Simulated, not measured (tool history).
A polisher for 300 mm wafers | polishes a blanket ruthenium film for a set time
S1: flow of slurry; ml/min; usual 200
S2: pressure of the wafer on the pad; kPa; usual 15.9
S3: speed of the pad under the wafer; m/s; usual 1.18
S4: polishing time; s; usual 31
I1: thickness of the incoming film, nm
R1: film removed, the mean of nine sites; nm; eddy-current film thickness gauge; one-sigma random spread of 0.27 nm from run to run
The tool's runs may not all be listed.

{"run": 1, "day": 0.0, "S1": 200, "S2": 15.9, "S3": 1.18, "S4": 31, "I1": 576.2, "R1": 39.8}
{"run": 2, "day": 2.804, "S1": 200, "S2": 15.9, "S3": 1.18, "S4": 31, "I1": 568.0, "R1": 39.2}
{"run": 3, "day": 4.55, "S1": 200, "S2": 15.9, "S3": 1.18, "S4": 31, "I1": 574.3, "R1": 39.4}
{"run": 4, "day": 6.625, "S1": 235, "S2": 15.9, "S3": 1.44, "S4": 31, "I1": 569.0, "R1": 48.7}
{"run": 5, "day": 10.879, "S1": 200, "S2": 12.4, "S3": 1.18, "S4": 31, "I1": 565.7, "R1": 29.0}
{"run": 6, "day": 13.038, "S1": 200, "S2": 12.4, "S3": 1.18, "S4": 31, "I1": 573.5, "R1": 28.6}
{"run": 7, "day": 15.017, "S1": 200, "S2": 12.4, "S3": 1.18, "S4": 31, "I1": 569.1, "R1": 28.6}
{"run": 8, "day": 17.612, "S1": 200, "S2": 15.9, "S3": 1.18, "S4": 31, "I1": 578.0, "R1": 40.0}
{"run": 9, "day": 19.875, "S1": 245, "S2": 15.9, "S3": 1.18, "S4": 31, "I1": 574.6, "R1": 41.1}
{"run": 10, "day": 21.879, "S1": 245, "S2": 15.9, "S3": 1.18, "S4": 31, "I1": 569.4, "R1": 40.4}
{"run": 11, "day": 23.621, "S1": 200, "S2": 15.9, "S3": 1.18, "S4": 31, "I1": 562.6, "R1": 39.8}
{"run": 12, "day": 26.6, "S1": 270, "S2": 15.9, "S3": 1.18, "S4": 39, "I1": 567.1, "R1": 51.1}
{"run": 13, "day": 28.217, "S1": 200, "S2": 20.0, "S3": 0.98, "S4": 31, "I1": 566.7, "R1": 41.7}
{"run": 14, "day": 29.267, "S1": 265, "S2": 11.7, "S3": 0.94, "S4": 31, "I1": 578.7, "R1": 24.1}
{"run": 15, "day": 31.871, "S1": 245, "S2": 15.9, "S3": 1.5, "S4": 31, "I1": 567.4, "R1": 51.0}
{"run": 16, "day": 33.208, "S1": 180, "S2": 17.2, "S3": 1.6, "S4": 31, "I1": 575.2, "R1": 58.5}
{"run": 17, "day": 35.958, "S1": 200, "S2": 15.9, "S3": 1.18, "S4": 31, "I1": 563.0, "R1": 39.6}
{"run": 18, "day": 37.858, "S1": 220, "S2": 12.4, "S3": 1.02, "S4": 22, "I1": 565.0, "R1": 19.3}
{"run": 19, "day": 39.179, "S1": 180, "S2": 18.6, "S3": 1.36, "S4": 40, "I1": 576.0, "R1": 68.9}
{"run": 20, "day": 40.392, "S1": 200, "S2": 18.6, "S3": 1.18, "S4": 25, "I1": 574.6, "R1": 37.7}
{"run": 21, "day": 41.625, "S1": 200, "S2": 15.9, "S3": 1.18, "S4": 31, "I1": 563.6, "R1": 39.5}
{"run": 22, "day": 42.833, "S1": 140, "S2": 17.9, "S3": 1.6, "S4": 31, "I1": 574.2, "R1": 57.7}

Not shown: 9 entries that the log had between the listed runs. Between which runs, and how does the tool's hidden state differ before and after?
After run 3, before run 4: worn pad replaced by a new one (day 5.483)
  slurry flow missing at the pad, %: 19.4 -> 22
  measured result minus the result with no hidden state, R1: -1.1 -> -1.4 nm
After run 4, before run 5: slurry nozzle cleaned (day 8.308)
  slurry flow missing at the pad, %: 22 -> 46.3
  measured result minus the result with no hidden state, R1: -1.4 -> -2.6 nm
After run 6, before run 7: worn pad replaced by a new one (day 14.929)
  slurry flow missing at the pad, %: 49 -> 51.5
  measured result minus the result with no hidden state, R1: -2.9 -> -3.2 nm
After run 7, before run 8: slurry nozzle cleaned, repeated, since the last time left the tool worse (day 15.612)
  slurry flow missing at the pad, %: 51.5 -> 3.44
  measured result minus the result with no hidden state, R1: -3.2 -> -0.2 nm
After run 11, before run 12: head pressure recalibrated (day 24.504); worn pad replaced by a new one (day 24.729)
  slurry flow missing at the pad, %: 11.1 -> 14.9
  measured result minus the result with no hidden state, R1: -0.6 -> -0.8 nm
After run 15, before run 16: slurry nozzle cleaned (day 33.112)
  slurry flow missing at the pad, %: 21.6 -> 3.22
  measured result minus the result with no hidden state, R1: -1.3 -> -0.3 nm
After run 16, before run 17: worn pad replaced by a new one (day 34.379)
  slurry flow missing at the pad, %: 3.22 -> 6.72
  measured result minus the result with no hidden state, R1: -0.3 -> -0.4 nm
After run 21, before run 22: worn pad replaced by a new one (day 42.600)
  slurry flow missing at the pad, %: 13.9 -> 15.5
  measured result minus the result with no hidden state, R1: -0.7 -> -1.6 nm
